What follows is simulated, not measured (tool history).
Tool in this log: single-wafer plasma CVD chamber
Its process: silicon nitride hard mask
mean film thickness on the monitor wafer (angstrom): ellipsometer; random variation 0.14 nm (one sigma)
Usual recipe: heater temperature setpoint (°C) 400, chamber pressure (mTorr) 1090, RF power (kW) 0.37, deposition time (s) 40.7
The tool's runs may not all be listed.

run	day	heater temperature setpoint (°C)	chamber pressure (mTorr)	RF power (kW)	deposition time (s)	wafers since the last listed run	hours since the last thermocouple change	hours since the last RF generator calibration	hours since the last manometer calibration	hours since the showerhead was replaced	hours since the gauge calibration	read-back reference wafer on the same gauge, thickness_nm	mean film thickness on the monitor wafer (angstrom)
1	0	393	1090	0.37	37.9	0	1499.3	2269	2164.6	3208.1	238.1	55.276	418.69
2	0.992	400	1250	0.37	40.7	553	1523.1	2292.8	2188.4	3231.9	261.9	55.292	471.81
3	4.762	400	1250	0.37	40.7	2102	1613.6	2383.3	2278.9	3322.4	352.4	55.292	470.86
4	5.954	400	1090	0.345	40.7	664	1642.2	2411.9	2307.5	3351	381	55.312	424.51
5	6.533	400	1090	0.37	40.7	323	1656.1	2425.8	2321.4	3364.9	394.9	55.302	448.47
6	7.046	400	1090	0.37	40.7	285	1668.4	2438.1	2333.7	3377.2	407.2	55.319	446.68
7	8.004	400	1090	0.415	40.7	534	1691.4	2461.1	2356.7	3400.2	430.2	55.351	485.29
8	9.096	400	1090	0.37	40.7	608	1717.6	2487.3	2382.9	3426.4	456.4	55.32	446.66
9	10.583	400	1090	0.37	40.7	829	1753.3	2523	2418.6	3462.1	492.1	55.284	446.03
10	11.467	400	1090	0.35	40.7	492	1774.5	2544.2	2439.8	3483.3	513.3	55.327	428.91
# day 11.85: gauge calibrated
11	15.171	400	1090	0.35	40.7	2065	1863.4	2633.1	2528.7	3572.2	79.7	55.331	426.87
12	16.329	400	1090	0.35	40.7	646	1891.2	2660.9	2556.5	3600	107.5	55.268	427.08
# day 16.758: showerhead replaced
13	17.758	400	1090	0.37	39	611	1925.5	2695.2	2590.8	24	141.8	55.304	429.35
14	18.679	387	1090	0.4	47.6	513	1947.6	2717.3	2612.9	46.1	163.9	55.279	558.13
15	19.671	389	1090	0.37	36.8	552	1971.4	2741.1	2636.7	69.9	187.7	55.323	404.4
# day 20.004: capacitance manometer re-zeroed and calibrated
# day 20.754: thermocouple changed; heater temperature recalibrated
16	20.775	400	1090	0.3	47.6	244	0.5	2767.6	18.5	96.4	214.2	55.299	443.29
17	21.175	404	1360	0.415	37.6	223	10.1	2777.2	28.1	106	223.8	55.262	487.45
# day 22.392: RF generator calibrated
18	22.575	411	1090	0.425	48.3	594	43.7	4.4	61.7	139.6	257.4	55.29	625.88
19	23.617	400	1090	0.37	40.7	580	68.7	29.4	86.7	164.6	282.4	55.295	478.97
20	24.567	390	1350	0.315	40.7	529	91.5	52.2	109.5	187.4	305.2	55.275	460.34
21	25.225	400	1090	0.37	40.7	367	107.3	68	125.3	203.2	321	55.291	479.9
22	26.2	407	880	0.39	35.8	543	130.7	91.4	148.7	226.6	344.4	55.305	399.89
23	26.717	400	1240	0.315	40.7	288	143.1	103.8	161.1	239	356.8	55.294	443.97
24	28.392	386	1090	0.37	44.1	934	183.3	144	201.3	279.2	397	55.339	518.86
25	28.967	411	1090	0.425	48.3	320	197.1	157.8	215.1	293	410.8	55.321	617.79
26	29.675	400	1010	0.37	34.7	395	214.1	174.8	232.1	310	427.8	55.303	395.22
27	30.925	400	1090	0.405	40.7	697	244.1	204.8	262.1	340	457.8	55.346	506.51

Consider 3 possible next runs. They are alternatives, not a sequence: every one starts from the tool as it was left by run 27. What does each give?
A	30.942	400	1090	0.31	40.7	9	244.5	205.2	262.5	340.4	458.2	?	?
B	30.942	400	950	0.37	40.7	9	244.5	205.2	262.5	340.4	458.2	?	?
C	30.942	400	940	0.41	34.3	9	244.5	205.2	262.5	340.4	458.2	?	?

run	read-back reference wafer on the same gauge, thickness_nm	mean film thickness on the monitor wafer (angstrom)
A	55.295	415.62
B	55.295	450.1
C	55.295	406.24
With no hidden state in the tool, these same runs would have given:
run	mean film thickness on the monitor wafer (angstrom)
A	424.01
B	458.51
C	413.27
